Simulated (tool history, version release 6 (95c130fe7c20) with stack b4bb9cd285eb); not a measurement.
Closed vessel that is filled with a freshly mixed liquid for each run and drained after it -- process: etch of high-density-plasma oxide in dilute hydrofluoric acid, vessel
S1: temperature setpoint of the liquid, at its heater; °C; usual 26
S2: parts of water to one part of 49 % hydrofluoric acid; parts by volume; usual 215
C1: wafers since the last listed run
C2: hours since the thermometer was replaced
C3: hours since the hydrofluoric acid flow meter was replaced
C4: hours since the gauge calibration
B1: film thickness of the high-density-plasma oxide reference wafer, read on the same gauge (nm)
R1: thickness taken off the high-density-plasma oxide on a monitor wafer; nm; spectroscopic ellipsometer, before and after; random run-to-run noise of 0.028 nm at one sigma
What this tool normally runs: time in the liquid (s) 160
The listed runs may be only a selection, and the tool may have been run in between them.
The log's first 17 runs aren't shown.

{"hour": 1220.5, "done": "hydrofluoric acid flow meter replaced"}
{"run": 18, "hour": 1248.1, "S1": 28, "S2": 215, "time in the liquid (s)": 65, "C1": 11814, "C2": 544.9, "C3": 27.6, "C4": 2477.7, "B1": 90.06, "R1": 2.15}
{"hour": 1343.8, "done": "thermometer replaced"}
{"run": 19, "hour": 1352.7, "S1": 28.5, "S2": 130, "time in the liquid (s)": 160, "C1": 12776, "C2": 8.9, "C3": 132.2, "C4": 2582.3, "B1": 90.02, "R1": 9.96}
{"hour": 1363.0, "done": "gauge calibrated"}
{"run": 20, "hour": 1433.7, "S1": 26, "S2": 215, "time in the liquid (s)": 160, "C1": 9989, "C2": 89.9, "C3": 213.2, "C4": 70.7, "B1": 89.98, "R1": 4.94}
{"run": 21, "hour": 1528.9, "S1": 29, "S2": 215, "time in the liquid (s)": 95, "C1": 11740, "C2": 185.1, "C3": 308.4, "C4": 165.9, "B1": 89.96, "R1": 3.25}
{"run": 22, "hour": 1598.6, "S1": 28, "S2": 315, "time in the liquid (s)": 85, "C1": 8595, "C2": 254.8, "C3": 378.1, "C4": 235.6, "B1": 90, "R1": 1.72}
{"run": 23, "hour": 1676.1, "S1": 24.5, "S2": 215, "time in the liquid (s)": 160, "C1": 9557, "C2": 332.3, "C3": 455.6, "C4": 313.1, "B1": 90.03, "R1": 4.61}
{"run": 24, "hour": 1762.9, "S1": 28, "S2": 215, "time in the liquid (s)": 80, "C1": 10704, "C2": 419.1, "C3": 542.4, "C4": 399.9, "B1": 89.97, "R1": 2.66}
{"run": 25, "hour": 1864.5, "S1": 26, "S2": 215, "time in the liquid (s)": 160, "C1": 12529, "C2": 520.7, "C3": 644, "C4": 501.5, "B1": 90.01, "R1": 4.82}
{"run": 26, "hour": 1920.3, "S1": 26, "S2": 215, "time in the liquid (s)": 160, "C1": 6881, "C2": 576.5, "C3": 699.8, "C4": 557.3, "B1": 89.99, "R1": 4.88}
{"hour": 1953.5, "done": "thermometer replaced"}
{"run": 27, "hour": 1977.9, "S1": 28, "S2": 215, "time in the liquid (s)": 160, "C1": 6979, "C2": 24.4, "C3": 757.4, "C4": 614.9, "B1": 90, "R1": 5.18}
{"run": 28, "hour": 2031.9, "S1": 30, "S2": 310, "time in the liquid (s)": 160, "C1": 6659, "C2": 78.4, "C3": 811.4, "C4": 668.9, "B1": 90.01, "R1": 3.45}
{"run": 29, "hour": 2099.3, "S1": 23.5, "S2": 215, "time in the liquid (s)": 245, "C1": 8311, "C2": 145.8, "C3": 878.8, "C4": 736.3, "B1": 90, "R1": 6.79}
{"run": 30, "hour": 2142.4, "S1": 26, "S2": 215, "time in the liquid (s)": 160, "C1": 5315, "C2": 188.9, "C3": 921.9, "C4": 779.4, "B1": 90.03, "R1": 4.82}
{"run": 31, "hour": 2228.0, "S1": 28.5, "S2": 310, "time in the liquid (s)": 210, "C1": 10556, "C2": 274.5, "C3": 1007.5, "C4": 865, "B1": 90, "R1": 4.29}

Branching from run 31: 3 alternative next runs. What would each branch give?
{"run": "A", "hour": 2228.7, "S1": 26, "S2": 215, "time in the liquid (s)": 160, "C1": 86, "C2": 275.2, "C3": 1008.2, "C4": 865.7, "B1": "?", "R1": "?"}
{"run": "B", "hour": 2228.7, "S1": 26, "S2": 180, "time in the liquid (s)": 220, "C1": 86, "C2": 275.2, "C3": 1008.2, "C4": 865.7, "B1": "?", "R1": "?"}
{"run": "C", "hour": 2228.7, "S1": 23.5, "S2": 215, "time in the liquid (s)": 130, "C1": 86, "C2": 275.2, "C3": 1008.2, "C4": 865.7, "B1": "?", "R1": "?"}

run=A B1=90.03 R1=4.81
run=B B1=90.03 R1=8.22
run=C B1=90.03 R1=3.57
The same runs, with their run-to-run variation unchanged, on a tool lacking any hidden condition would have given:
run=A R1=4.99
run=B R1=8.52
run=C R1=3.7
